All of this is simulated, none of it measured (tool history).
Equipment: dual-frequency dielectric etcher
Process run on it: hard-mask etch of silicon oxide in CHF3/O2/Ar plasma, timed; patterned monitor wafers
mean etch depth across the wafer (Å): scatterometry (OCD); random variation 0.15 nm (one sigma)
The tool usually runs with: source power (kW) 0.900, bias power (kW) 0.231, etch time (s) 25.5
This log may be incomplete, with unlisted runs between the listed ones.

run	hour	source power (kW)	bias power (kW)	etch time (s)	wafers since the last listed run	hours since the last wet clean	hours since the last source power generator calibration	hours since the last bias power generator calibration	hours since the last upper electrode change	hours since the gauge calibration	read-back reference wafer on the same gauge, depth_nm	mean etch depth across the wafer (Å)
1	0.0	0.900	0.231	25.5	0	287.4	780.4	3214.2	1520.2	1582.7	73.9	640
2	151.1	0.900	0.231	25.5	1812	438.5	931.5	3365.3	1671.3	1733.8	73.8	635
# hour 241.1: wet clean of the chamber
3	243.5	0.790	0.216	25.5	820	2.4	1023.9	3457.7	1763.7	1826.2	73.6	582
4	345.8	0.790	0.216	25.5	1227	104.7	1126.2	3560.0	1866.0	1928.5	73.6	582
5	405.3	1.070	0.231	21.5	713	164.2	1185.7	3619.5	1925.5	1988.0	73.4	580
6	496.5	1.070	0.231	21.5	1093	255.4	1276.9	3710.7	2016.7	2079.2	73.4	579
# hour 537.9: bias power generator calibrated
7	567.3	0.900	0.231	25.5	801	326.2	1347.7	29.4	2087.5	2150.0	73.3	636
8	621.6	0.900	0.231	25.5	651	380.5	1402.0	83.7	2141.8	2204.3	73.2	634
9	702.7	0.900	0.231	25.5	972	461.6	1483.1	164.8	2222.9	2285.4	73.2	634
# hour 752.8: wet clean of the chamber
10	766.8	0.900	0.231	27.0	480	14.0	1547.2	228.9	2287.0	2349.5	73.1	670
# hour 857.3: upper electrode replaced
11	857.8	0.900	0.231	27.0	803	105.0	1638.2	319.9	0.5	2440.5	73.1	669
12	872.2	0.900	0.231	25.5	172	119.4	1652.6	334.3	14.9	2454.9	72.9	634
13	941.1	1.020	0.231	25.5	826	188.3	1721.5	403.2	83.8	2523.8	72.9	667
14	1034.4	0.900	0.231	25.5	1119	281.6	1814.8	496.5	177.1	2617.1	72.8	632
# hour 1093.9: source power generator calibrated
15	1126.8	0.900	0.231	25.5	1060	374.0	32.9	588.9	269.5	2709.5	72.7	630
16	1206.1	0.900	0.231	25.5	951	453.3	112.2	668.2	348.8	2788.8	72.7	629
17	1259.7	0.990	0.231	23.0	642	506.9	165.8	721.8	402.4	2842.4	72.5	591
# hour 1302.2: wet clean of the chamber
18	1305.1	0.900	0.231	20.0	256	2.9	211.2	767.2	447.8	2887.8	72.4	492
# hour 1342.8: gauge calibrated
19	1401.1	0.900	0.283	20.0	1151	98.9	307.2	863.2	543.8	58.3	74.6	559
20	1490.5	0.980	0.197	20.0	1072	188.3	396.6	952.6	633.2	147.7	74.6	485
21	1595.1	0.900	0.231	30.5	1254	292.9	501.2	1057.2	737.8	252.3	74.5	772
22	1662.8	0.960	0.231	25.5	812	360.6	568.9	1124.9	805.5	320.0	74.5	668
23	1744.5	0.720	0.210	20.0	979	442.3	650.6	1206.6	887.2	401.7	74.5	435
24	1791.2	0.900	0.231	31.0	560	489.0	697.3	1253.3	933.9	448.4	74.5	780
# hour 1868.5: wet clean of the chamber
25	1869.4	1.060	0.176	20.0	650	0.9	775.5	1331.5	1012.1	526.6	74.4	477
26	1925.4	0.900	0.191	25.5	671	56.9	831.5	1387.5	1068.1	582.6	74.5	587
27	1980.9	0.900	0.231	25.5	665	112.4	887.0	1443.0	1123.6	638.1	74.5	644
28	2029.5	0.900	0.231	25.5	582	161.0	935.6	1491.6	1172.2	686.7	74.5	645
29	2091.9	0.900	0.231	30.0	748	223.4	998.0	1554.0	1234.6	749.1	74.4	754

Alternative continuations, all from the tool just after run 29; predict every row:
A	2092.3	0.900	0.231	25.5	4	223.8	998.4	1554.4	1235.0	749.5	?	?
B	2092.3	1.010	0.188	31.5	4	223.8	998.4	1554.4	1235.0	749.5	?	?
C	2092.3	0.750	0.189	28.0	4	223.8	998.4	1554.4	1235.0	749.5	?	?
D	2092.3	1.020	0.231	30.0	4	223.8	998.4	1554.4	1235.0	749.5	?	?
E	2092.3	1.110	0.253	25.5	4	223.8	998.4	1554.4	1235.0	749.5	?	?

run	read-back reference wafer on the same gauge, depth_nm	mean etch depth across the wafer (Å)
A	74.5	641
B	74.5	754
C	74.5	586
D	74.5	797
E	74.5	734
Without the tool's unlogged condition, the same runs would have read:
run	mean etch depth across the wafer (Å)
A	641
B	753
C	586
D	797
E	734
